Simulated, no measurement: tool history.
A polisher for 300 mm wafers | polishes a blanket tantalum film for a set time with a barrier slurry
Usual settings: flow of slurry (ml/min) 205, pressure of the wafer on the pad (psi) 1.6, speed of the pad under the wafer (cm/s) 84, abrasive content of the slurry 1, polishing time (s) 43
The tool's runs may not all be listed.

run    hour  flow of slurry (ml/min)  pressure of the wafer on the pad (psi)  speed of the pad under the wafer (cm/s)  abrasive content of the slurry  polishing time (s)  incoming thickness of the incoming film, nm  film removed (nm)
  1       0                      205                                     1.6                                       68                               1                  43                                        317.2               34.5
       17.6  -- worn pad replaced by a new one
  2    66.5                      205                                     1.6                                       84                               1                  43                                        323.4               44.3
       71.4  -- slurry nozzle cleaned
       90.6  -- head pressure recalibrated
  3   117.8                      205                                     1.6                                       84                               1                  43                                        315.2               42.5
      149.5  -- slurry blender recalibrated
  4   173.1                      205                                     1.6                                       84                             0.9                  43                                        319.1               39.7
  5   226.9                      205                                     1.6                                       84                             0.9                  43                                        320.3               39.9
  6   258.4                      205                                     1.6                                       84                             0.9                  43                                        320.8               40.1
      279.5  -- worn pad replaced by a new one
  7   300.1                      205                                     1.6                                       84                               1                  43                                        319.3               44.8
        303  -- slurry nozzle cleaned
  8   337.1                      205                                     1.6                                       84                               1                  43                                        316.8                 45
  9   366.7                      205                                     1.6                                       84                               1                  43                                        319.2               43.5
 10   398.6                      205                                     1.6                                       84                               1                  51                                        324.5               51.6
      433.3  -- slurry blender recalibrated
      459.6  -- head pressure recalibrated
 11   467.8                      205                                     1.6                                       84                               1                  51                                        319.9                 50
      516.4  -- worn pad replaced by a new one
 12   516.9                      205                                     1.6                                       84                               1                  43                                        322.2               46.4
      526.3  -- slurry nozzle cleaned
 13   581.2                      205                                     1.6                                       94                             0.9                  43                                        319.1               46.2
 14     625                      205                                     2.1                                       84                               1                  43                                        322.5               52.8
      654.2  -- slurry blender recalibrated
 15   689.7                      175                                     1.4                                      100                             0.9                  43                                        321.7               42.3
 16   755.8                      230                                     1.6                                       66                             0.8                  43                                        316.4               29.7
      785.8  -- slurry nozzle cleaned
      790.2  -- worn pad replaced by a new one
 17   807.9                      155                                     2.2                                       84                             1.2                  58                                        320.1               80.2
 18   871.4                      145                                       2                                       66                             1.3                  43                                        325.5               41.9
      885.3  -- head pressure recalibrated
      922.7  -- slurry blender recalibrated
 19   940.7                      205                                     1.6                                       84                            1.25                  49                                        320.1               52.1
 20     997                      160                                     1.6                                      112                               1                  43                                        325.2               53.4
 21  1022.4                      205                                     1.6                                       84                             0.9                  43                                        313.7               39.3
     1030.5  -- slurry nozzle cleaned
     1043.9  -- worn pad replaced by a new one
 22  1049.2                      160                                     1.9                                       66                               1                  30                                        323.7               27.8
 23  1095.3                      205                                     1.9                                       84                             1.2                  43                                        316.7               55.7
 24  1150.7                      205                                     1.6                                      112                               1                  43                                        324.5               57.4
     1203.2  -- slurry blender recalibrated
 25  1205.6                      205                                     1.6                                       84                               1                  43                                        314.6               42.6
 26  1238.1                      205                                     1.8                                       84                               1                  58                                        317.4               63.6

Forecast each of these 4 alternatives for the next run:
  A  1238.5                      165                                     1.6                                       84                               1                  43                                        319.5                  ?
  B  1238.5                      170                                     1.6                                      112                               1                  58                                        319.5                  ?
  C  1238.5                      205                                     1.9                                       84                               1                  43                                        319.5                  ?
  D  1238.5                      205                                     1.6                                       84                               1                  49                                        319.5                  ?

run  film removed (nm)
  A               41.3
  B               74.5
  C               48.2
  D               48.3
Without the tool's hidden state the same runs would have given:
run  film removed (nm)
  A               45.4
  B                 82
  C               53.1
  D               53.1
